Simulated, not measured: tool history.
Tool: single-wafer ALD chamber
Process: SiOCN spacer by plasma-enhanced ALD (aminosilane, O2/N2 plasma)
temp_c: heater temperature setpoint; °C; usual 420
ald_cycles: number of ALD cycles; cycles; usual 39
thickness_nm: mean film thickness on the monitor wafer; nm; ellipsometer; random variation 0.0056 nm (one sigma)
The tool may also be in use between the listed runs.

run   hour  temp_c  ald_cycles  wafers since the last listed run  hours since the last thermocouple change  hours since the gauge calibration  read-back reference wafer on the same gauge, thickness_nm  thickness_nm
  1    0.0     420          39                                 0                                    1633.3                              287.9                                                      2.148         2.238
  2   54.9     420          39                               407                                    1688.2                              342.8                                                      2.150         2.240
  3   93.6     420          39                               287                                    1726.9                              381.5                                                      2.152         2.231
  4  147.5     426          39                               400                                    1780.8                              435.4                                                      2.152         2.197
  5  192.6     426          39                               335                                    1825.9                              480.5                                                      2.150         2.197
  6  237.0     426          39                               329                                    1870.3                              524.9                                                      2.150         2.204
     247.9  -- thermocouple changed; heater temperature recalibrated
  7  293.8     420          44                               362                                      45.9                              581.7                                                      2.149         2.523
  8  324.7     420          44                               229                                      76.8                              612.6                                                      2.151         2.515
     344.5  -- gauge calibrated
  9  352.8     430          42                               208                                     104.9                                8.3                                                      2.149         2.326
 10  420.0     426          46                               499                                     172.1                               75.5                                                      2.150         2.588
 11  486.7     433          32                               495                                     238.8                              142.2                                                      2.150         1.765
 12  520.1     426          36                               248                                     272.2                              175.6                                                      2.149         2.027
 13  563.3     420          39                               321                                     315.4                              218.8                                                      2.150         2.236
 14  630.0     408          45                               495                                     382.1                              285.5                                                      2.150         2.690
 15  662.1     431          42                               238                                     414.2                              317.6                                                      2.151         2.333

Run 16 comes next. What will it give?
 16  715.5     420          39                               396                                     467.6                              371.0                                                          ?             ?

read-back reference wafer on the same gauge, thickness_nm: 2.150
thickness_nm: 2.238 nm
Without the tool's hidden state the same run would have given thickness_nm 2.238 nm.

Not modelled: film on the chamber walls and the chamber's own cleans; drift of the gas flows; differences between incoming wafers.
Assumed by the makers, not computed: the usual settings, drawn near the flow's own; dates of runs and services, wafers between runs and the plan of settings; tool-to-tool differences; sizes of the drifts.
